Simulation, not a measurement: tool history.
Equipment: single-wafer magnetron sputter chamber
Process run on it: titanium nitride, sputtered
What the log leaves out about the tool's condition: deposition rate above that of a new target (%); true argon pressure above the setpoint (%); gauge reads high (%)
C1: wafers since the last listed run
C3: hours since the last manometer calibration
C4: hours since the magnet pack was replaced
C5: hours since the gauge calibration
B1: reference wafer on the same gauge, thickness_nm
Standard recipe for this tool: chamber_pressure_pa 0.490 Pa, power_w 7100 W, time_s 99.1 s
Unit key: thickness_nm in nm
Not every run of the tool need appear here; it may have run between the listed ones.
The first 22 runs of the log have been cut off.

Run 23, day 67.625: usual settings but time_s 94.4 s; C1 851; wafers on the sputter target 2371; C3 270.9; C4 416.3; C5 919.1; B1 147.899. Result: thickness_nm 115.251 nm.
Run 24, day 71.221: usual settings but chamber_pressure_pa 0.623 Pa, power_w 8150 W, time_s 81.5 s; C1 1268; wafers on the sputter target 3640; C3 357.2; C4 502.6; C5 1005.4; B1 148.141. Result: thickness_nm 106.881 nm.
Run 25, day 74.438: usual settings but chamber_pressure_pa 0.364 Pa, power_w 7750 W; C1 1134; wafers on the sputter target 4775; C3 434.4; C4 579.8; C5 1082.6; B1 147.882. Result: thickness_nm 136.782 nm.
Run 26, day 77.404: usual settings but chamber_pressure_pa 0.422 Pa; C1 1046; wafers on the sputter target 5821; C3 505.6; C4 651.0; C5 1153.8; B1 148.016. Result: thickness_nm 121.356 nm.
Run 27, day 81.804: usual settings but power_w 8650 W, time_s 79.9 s; C1 1552; wafers on the sputter target 7374; C3 611.2; C4 756.6; C5 1259.4; B1 147.894. Result: thickness_nm 114.511 nm.
Run 28, day 85.208: usual settings but power_w 8800 W, time_s 79.6 s; C1 1201; wafers on the sputter target 8575; C3 692.9; C4 838.3; C5 1341.1; B1 148.111. Result: thickness_nm 114.470 nm.
Run 29, day 87.642: usual settings but chamber_pressure_pa 0.566 Pa, power_w 5550 W, time_s 107.7 s; C1 858; wafers on the sputter target 9433; C3 751.3; C4 896.7; C5 1399.5; B1 148.072. Result: thickness_nm 94.207 nm.
At day 88.338: sputter target and shields replaced.
Run 30, day 89.275: usual settings but power_w 8800 W, time_s 116.1 s; C1 458; wafers on the sputter target 331; C3 790.5; C4 935.9; C5 1438.7; B1 147.929. Result: thickness_nm 176.791 nm.
Run 31, day 91.200: usual settings but time_s 85.5 s; C1 679; wafers on the sputter target 1010; C3 836.7; C4 982.1; C5 1484.9; B1 147.899. Result: thickness_nm 104.914 nm.
Run 32, day 92.812: usual settings but chamber_pressure_pa 0.657 Pa, power_w 8450 W; C1 568; wafers on the sputter target 1579; C3 875.4; C4 1020.8; C5 1523.6; B1 147.946. Result: thickness_nm 133.968 nm.
Run 33, day 95.000: usual settings; C1 771; wafers on the sputter target 2350; C3 927.9; C4 1073.3; C5 1576.1; B1 147.955. Result: thickness_nm 120.231 nm.
Run 34, day 98.908: usual settings but chamber_pressure_pa 0.669 Pa, power_w 5400 W, time_s 106.1 s; C1 1378; wafers on the sputter target 3729; C3 1021.7; C4 1167.1; C5 1669.9; B1 147.957. Result: thickness_nm 89.785 nm.

4 options for the next run, each taken on its own from the tool as it stands now. Forecast them:
Run A, day 98.925: usual settings but time_s 108.0 s; C1 5; wafers on the sputter target 3735; C3 1022.1; C4 1167.5; C5 1670.3; B1 ?. Result: thickness_nm ?.
Run B, day 98.925: usual settings but power_w 8600 W, time_s 117.7 s; C1 5; wafers on the sputter target 3735; C3 1022.1; C4 1167.5; C5 1670.3; B1 ?. Result: thickness_nm ?.
Run C, day 98.925: usual settings but chamber_pressure_pa 0.620 Pa, power_w 5600 W; C1 5; wafers on the sputter target 3735; C3 1022.1; C4 1167.5; C5 1670.3; B1 ?. Result: thickness_nm ?.
Run D, day 98.925: usual settings but time_s 80.1 s; C1 5; wafers on the sputter target 3735; C3 1022.1; C4 1167.5; C5 1670.3; B1 ?. Result: thickness_nm ?.

run       B1  thickness_nm
  A  148.244       129.930
  B  148.244       171.515
  C  148.244        89.093
  D  148.244        96.365
Had the tool no hidden state, the same runs would have come out as:
run  thickness_nm
  A       136.882
  B       180.692
  C        94.452
  D       101.521

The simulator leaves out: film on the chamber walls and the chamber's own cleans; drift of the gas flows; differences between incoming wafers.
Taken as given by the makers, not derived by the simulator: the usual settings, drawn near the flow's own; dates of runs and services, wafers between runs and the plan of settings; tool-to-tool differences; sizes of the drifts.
